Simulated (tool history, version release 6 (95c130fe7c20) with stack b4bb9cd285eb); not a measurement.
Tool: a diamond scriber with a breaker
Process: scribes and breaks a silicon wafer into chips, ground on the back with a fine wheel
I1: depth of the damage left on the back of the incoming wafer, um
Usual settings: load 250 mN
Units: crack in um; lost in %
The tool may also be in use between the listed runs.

Run 1, day 0.000: usual settings but load 226 mN; I1 1.97. Result: crack 10.42 um, lost 2.40 %.
Run 2, day 1.333: usual settings but load 226 mN; I1 2.34. Result: crack 10.46 um, lost 2.80 %.
Run 3, day 3.712: usual settings but load 226 mN; I1 2.67. Result: crack 10.58 um, lost 2.98 %.
Run 4, day 4.875: usual settings; I1 2.47. Result: crack 11.15 um, lost 3.36 %.
Run 5, day 6.925: usual settings; I1 1.92. Result: crack 11.00 um, lost 2.75 %.
Run 6, day 8.658: usual settings; I1 2.63. Result: crack 11.34 um, lost 3.61 %.
Run 7, day 10.383: usual settings; I1 2.91. Result: crack 11.25 um, lost 4.22 %.
Run 8, day 11.517: usual settings; I1 2.82. Result: crack 11.18 um, lost 4.08 %.
Run 9, day 13.879: usual settings; I1 1.88. Result: crack 11.15 um, lost 3.19 %.
Run 10, day 15.712: usual settings but load 206 mN; I1 2.56. Result: crack 9.98 um, lost 3.31 %.
Run 11, day 18.483: usual settings but load 280 mN; I1 2.14. Result: crack 12.17 um, lost 5.56 %.
At day 20.846: diamond tip replaced by a new one.
Run 12, day 27.246: usual settings but load 280 mN; I1 2.18. Result: crack 11.95 um, lost 5.57 %.

The next listed run, before its measurement:
Run 13, day 28.712: usual settings but load 220 mN; I1 2.08. Result: crack ?, lost ?.

crack: 10.37 um
lost: 2.47 %
Without the tool's hidden state the same run would have given crack 9.54 um, lost 3.49 %.

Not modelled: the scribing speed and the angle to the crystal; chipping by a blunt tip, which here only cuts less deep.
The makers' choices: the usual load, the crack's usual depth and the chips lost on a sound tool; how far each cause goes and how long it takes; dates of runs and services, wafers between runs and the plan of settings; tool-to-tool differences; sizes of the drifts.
